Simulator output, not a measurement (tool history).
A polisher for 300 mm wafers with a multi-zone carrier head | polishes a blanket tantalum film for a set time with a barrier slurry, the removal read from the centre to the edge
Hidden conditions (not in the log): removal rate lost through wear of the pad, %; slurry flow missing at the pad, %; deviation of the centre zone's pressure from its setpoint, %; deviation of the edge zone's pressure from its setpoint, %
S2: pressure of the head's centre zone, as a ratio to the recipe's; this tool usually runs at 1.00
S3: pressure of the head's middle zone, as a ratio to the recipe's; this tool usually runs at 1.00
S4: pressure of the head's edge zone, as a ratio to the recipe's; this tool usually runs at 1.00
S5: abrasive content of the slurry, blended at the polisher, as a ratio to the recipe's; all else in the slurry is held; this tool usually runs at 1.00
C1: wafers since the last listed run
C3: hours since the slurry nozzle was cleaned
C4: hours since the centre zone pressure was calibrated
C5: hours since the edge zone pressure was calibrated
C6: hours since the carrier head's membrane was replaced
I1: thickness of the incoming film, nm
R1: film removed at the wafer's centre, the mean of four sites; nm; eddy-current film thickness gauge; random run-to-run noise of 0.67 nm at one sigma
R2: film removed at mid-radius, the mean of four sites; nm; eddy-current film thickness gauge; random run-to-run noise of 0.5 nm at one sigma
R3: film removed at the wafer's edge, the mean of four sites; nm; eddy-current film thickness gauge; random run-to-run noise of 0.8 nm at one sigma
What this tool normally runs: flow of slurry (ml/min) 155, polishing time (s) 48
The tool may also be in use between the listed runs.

run 1 hour=0.0 | flow_of_slurry_(ml/min)=155 S2=1.00 S3=1.00 S4=1.06 S5=1.00 polishing_time_(s)=48 | C1=0 wafers_polished_on_this_pad=603 C3=164.3 C4=489.2 C5=205.6 C6=47.5 | I1=281.6 | R1=66.8 R2=67.8 R3=71.9
run 2 hour=56.6 | flow_of_slurry_(ml/min)=155 S2=1.00 S3=1.00 S4=1.06 S5=1.00 polishing_time_(s)=48 | C1=758 wafers_polished_on_this_pad=1361 C3=220.9 C4=545.8 C5=262.2 C6=104.1 | I1=280.9 | R1=65.9 R2=66.5 R3=71.7
run 3 hour=90.8 | flow_of_slurry_(ml/min)=155 S2=1.00 S3=1.00 S4=1.00 S5=1.00 polishing_time_(s)=48 | C1=458 wafers_polished_on_this_pad=1819 C3=255.1 C4=580.0 C5=296.4 C6=138.3 | I1=278.7 | R1=66.6 R2=66.4 R3=68.9
run 4 hour=124.5 | flow_of_slurry_(ml/min)=155 S2=1.00 S3=1.00 S4=1.00 S5=1.00 polishing_time_(s)=48 | C1=451 wafers_polished_on_this_pad=2271 C3=288.8 C4=613.7 C5=330.1 C6=172.0 | I1=281.4 | R1=67.0 R2=66.3 R3=69.0
-- hour=162.1 worn pad replaced by a new one
run 5 hour=167.7 | flow_of_slurry_(ml/min)=155 S2=1.00 S3=1.00 S4=1.00 S5=1.00 polishing_time_(s)=48 | C1=525 wafers_polished_on_this_pad=75 C3=332.0 C4=656.9 C5=373.3 C6=215.2 | I1=275.0 | R1=65.6 R2=66.1 R3=68.3
run 6 hour=207.3 | flow_of_slurry_(ml/min)=155 S2=1.00 S3=1.00 S4=1.00 S5=1.00 polishing_time_(s)=48 | C1=530 wafers_polished_on_this_pad=606 C3=371.6 C4=696.5 C5=412.9 C6=254.8 | I1=281.5 | R1=65.9 R2=65.3 R3=69.6
run 7 hour=336.2 | flow_of_slurry_(ml/min)=155 S2=1.00 S3=1.00 S4=1.00 S5=1.00 polishing_time_(s)=48 | C1=1727 wafers_polished_on_this_pad=2333 C3=500.5 C4=825.4 C5=541.8 C6=383.7 | I1=275.9 | R1=64.7 R2=64.5 R3=68.7
run 8 hour=403.2 | flow_of_slurry_(ml/min)=155 S2=1.00 S3=1.00 S4=1.00 S5=1.00 polishing_time_(s)=48 | C1=897 wafers_polished_on_this_pad=3231 C3=567.5 C4=892.4 C5=608.8 C6=450.7 | I1=275.8 | R1=63.3 R2=63.5 R3=67.8
-- hour=405.6 edge zone pressure recalibrated
-- hour=425.0 worn pad replaced by a new one
run 9 hour=442.8 | flow_of_slurry_(ml/min)=155 S2=1.00 S3=1.00 S4=1.00 S5=1.00 polishing_time_(s)=48 | C1=450 wafers_polished_on_this_pad=238 C3=607.1 C4=932.0 C5=37.2 C6=490.3 | I1=280.2 | R1=61.9 R2=62.9 R3=67.1
-- hour=483.9 slurry nozzle cleaned
run 10 hour=507.3 | flow_of_slurry_(ml/min)=155 S2=1.00 S3=1.00 S4=1.00 S5=1.00 polishing_time_(s)=48 | C1=850 wafers_polished_on_this_pad=1089 C3=23.4 C4=996.5 C5=101.7 C6=554.8 | I1=276.9 | R1=70.1 R2=66.6 R3=70.4
-- hour=542.6 carrier head's membrane replaced by a new one, of another model than before
run 11 hour=576.8 | flow_of_slurry_(ml/min)=120 S2=1.00 S3=0.93 S4=1.00 S5=0.70 polishing_time_(s)=56 | C1=864 wafers_polished_on_this_pad=1953 C3=92.9 C4=1066.0 C5=171.2 C6=34.2 | I1=279.7 | R1=66.1 R2=63.0 R3=69.8
run 12 hour=612.3 | flow_of_slurry_(ml/min)=155 S2=0.95 S3=1.00 S4=1.00 S5=0.85 polishing_time_(s)=48 | C1=475 wafers_polished_on_this_pad=2429 C3=128.4 C4=1101.5 C5=206.7 C6=69.7 | I1=275.5 | R1=59.2 R2=62.9 R3=64.8
-- hour=652.2 worn pad replaced by a new one
run 13 hour=739.4 | flow_of_slurry_(ml/min)=155 S2=0.89 S3=1.10 S4=1.00 S5=1.00 polishing_time_(s)=41 | C1=1649 wafers_polished_on_this_pad=1168 C3=255.5 C4=1228.6 C5=333.8 C6=196.8 | I1=281.5 | R1=46.2 R2=58.9 R3=58.8
run 14 hour=800.9 | flow_of_slurry_(ml/min)=155 S2=1.00 S3=1.00 S4=1.00 S5=1.00 polishing_time_(s)=48 | C1=824 wafers_polished_on_this_pad=1992 C3=317.0 C4=1290.1 C5=395.3 C6=258.3 | I1=280.5 | R1=66.1 R2=64.2 R3=68.6
run 15 hour=839.7 | flow_of_slurry_(ml/min)=100 S2=1.00 S3=1.03 S4=1.00 S5=1.00 polishing_time_(s)=48 | C1=519 wafers_polished_on_this_pad=2512 C3=355.8 C4=1328.9 C5=434.1 C6=297.1 | I1=277.7 | R1=58.4 R2=60.1 R3=64.5
-- hour=860.2 centre zone pressure recalibrated
-- hour=877.7 worn pad replaced by a new one
run 16 hour=878.2 | flow_of_slurry_(ml/min)=155 S2=1.00 S3=1.00 S4=1.00 S5=1.10 polishing_time_(s)=48 | C1=435 wafers_polished_on_this_pad=6 C3=394.3 C4=18.0 C5=472.6 C6=335.6 | I1=284.3 | R1=66.7 R2=66.3 R3=68.7
run 17 hour=946.5 | flow_of_slurry_(ml/min)=155 S2=1.08 S3=1.00 S4=1.00 S5=1.00 polishing_time_(s)=48 | C1=915 wafers_polished_on_this_pad=921 C3=462.6 C4=86.3 C5=540.9 C6=403.9 | I1=279.8 | R1=72.2 R2=64.1 R3=68.0
run 18 hour=1012.6 | flow_of_slurry_(ml/min)=155 S2=1.07 S3=1.00 S4=1.00 S5=1.30 polishing_time_(s)=59 | C1=885 wafers_polished_on_this_pad=1807 C3=528.7 C4=152.4 C5=607.0 C6=470.0 | I1=278.0 | R1=94.5 R2=83.3 R3=87.6
-- hour=1035.4 edge zone pressure recalibrated
run 19 hour=1055.9 | flow_of_slurry_(ml/min)=155 S2=1.00 S3=1.00 S4=1.00 S5=1.00 polishing_time_(s)=48 | C1=553 wafers_polished_on_this_pad=2360 C3=572.0 C4=195.7 C5=20.5 C6=513.3 | I1=282.8 | R1=62.8 R2=62.9 R3=66.9
run 20 hour=1096.7 | flow_of_slurry_(ml/min)=155 S2=1.00 S3=1.00 S4=1.00 S5=1.00 polishing_time_(s)=48 | C1=546 wafers_polished_on_this_pad=2907 C3=612.8 C4=236.5 C5=61.3 C6=554.1 | I1=283.6 | R1=62.9 R2=61.9 R3=66.2
-- hour=1105.3 worn pad replaced by a new one
-- hour=1135.1 carrier head's membrane replaced by a new one
-- hour=1157.6 slurry nozzle cleaned
run 21 hour=1159.5 | flow_of_slurry_(ml/min)=155 S2=1.00 S3=1.00 S4=0.95 S5=1.00 polishing_time_(s)=48 | C1=707 wafers_polished_on_this_pad=645 C3=1.9 C4=299.3 C5=124.1 C6=24.4 | I1=282.0 | R1=69.5 R2=67.8 R3=68.6

Predict each of these 3 candidate next runs independently; none follows another, all start after run 21:
run A hour=1159.9 | flow_of_slurry_(ml/min)=155 S2=1.00 S3=1.00 S4=1.00 S5=1.00 polishing_time_(s)=48 | C1=5 wafers_polished_on_this_pad=651 C3=2.3 C4=299.7 C5=124.5 C6=24.8 | I1=279.0 | R1=? R2=? R3=?
run B hour=1159.9 | flow_of_slurry_(ml/min)=130 S2=0.90 S3=0.92 S4=1.00 S5=1.00 polishing_time_(s)=39 | C1=5 wafers_polished_on_this_pad=651 C3=2.3 C4=299.7 C5=124.5 C6=24.8 | I1=279.0 | R1=? R2=? R3=?
run C hour=1159.9 | flow_of_slurry_(ml/min)=155 S2=1.10 S3=1.00 S4=1.07 S5=1.00 polishing_time_(s)=48 | C1=5 wafers_polished_on_this_pad=651 C3=2.3 C4=299.7 C5=124.5 C6=24.8 | I1=279.0 | R1=? R2=? R3=?

run=A R1=68.6 R2=67.9 R3=69.7
run=B R1=44.9 R2=51.5 R3=55.5
run=C R1=80.1 R2=67.9 R3=71.2
What these runs would have given with no unlogged condition in the tool:
run=A R1=68.7 R2=68.0 R3=69.7
run=B R1=44.9 R2=51.6 R3=55.5
run=C R1=80.1 R2=67.9 R3=71.2
